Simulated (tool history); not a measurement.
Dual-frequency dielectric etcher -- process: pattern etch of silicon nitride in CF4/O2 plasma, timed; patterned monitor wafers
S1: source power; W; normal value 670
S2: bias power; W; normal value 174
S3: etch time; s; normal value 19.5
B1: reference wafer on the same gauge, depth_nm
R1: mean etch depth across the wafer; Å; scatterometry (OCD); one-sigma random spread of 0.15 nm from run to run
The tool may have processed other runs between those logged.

run 1 hour=0 | S1=670 S2=174 S3=19.5 | B1=50.7 | R1=471
run 2 hour=111.9 | S1=670 S2=174 S3=19.5 | B1=50.8 | R1=474
run 3 hour=140.2 | S1=730 S2=174 S3=19.5 | B1=50.7 | R1=499
run 4 hour=192.5 | S1=730 S2=174 S3=19.5 | B1=50.7 | R1=501
run 5 hour=220.2 | S1=670 S2=174 S3=19.5 | B1=50.7 | R1=474
run 6 hour=270.4 | S1=670 S2=174 S3=19.5 | B1=50.7 | R1=474
-- hour=319.1 upper electrode replaced
-- hour=333.3 wet clean of the chamber
run 7 hour=336.1 | S1=670 S2=174 S3=19.5 | B1=50.7 | R1=463
run 8 hour=387.5 | S1=670 S2=174 S3=19.5 | B1=50.7 | R1=469
run 9 hour=431.9 | S1=670 S2=174 S3=17.5 | B1=50.7 | R1=422
run 10 hour=464 | S1=670 S2=174 S3=17.5 | B1=50.7 | R1=420
run 11 hour=496.8 | S1=670 S2=174 S3=19.5 | B1=50.7 | R1=468
-- hour=515.1 gauge calibrated
run 12 hour=541.6 | S1=670 S2=174 S3=19.5 | B1=50.7 | R1=470
run 13 hour=578.7 | S1=670 S2=174 S3=19.5 | B1=50.7 | R1=467
run 14 hour=621.5 | S1=720 S2=174 S3=19.5 | B1=50.7 | R1=491
run 15 hour=655.8 | S1=670 S2=174 S3=19.5 | B1=50.7 | R1=471
-- hour=706.5 source power generator calibrated
run 16 hour=707 | S1=750 S2=208 S3=25.5 | B1=50.7 | R1=740
run 17 hour=738 | S1=580 S2=150 S3=25 | B1=50.7 | R1=530
-- hour=768.8 bias power generator calibrated
run 18 hour=786.4 | S1=670 S2=174 S3=17.5 | B1=50.7 | R1=435

Forecast run 19:
run 19 hour=833.4 | S1=670 S2=174 S3=19.5 | B1=? | R1=?

Run 19 gave B1 50.7, R1 486 Å.
The same run, on a tool lacking any hidden state, would have yielded R1 477 Å.
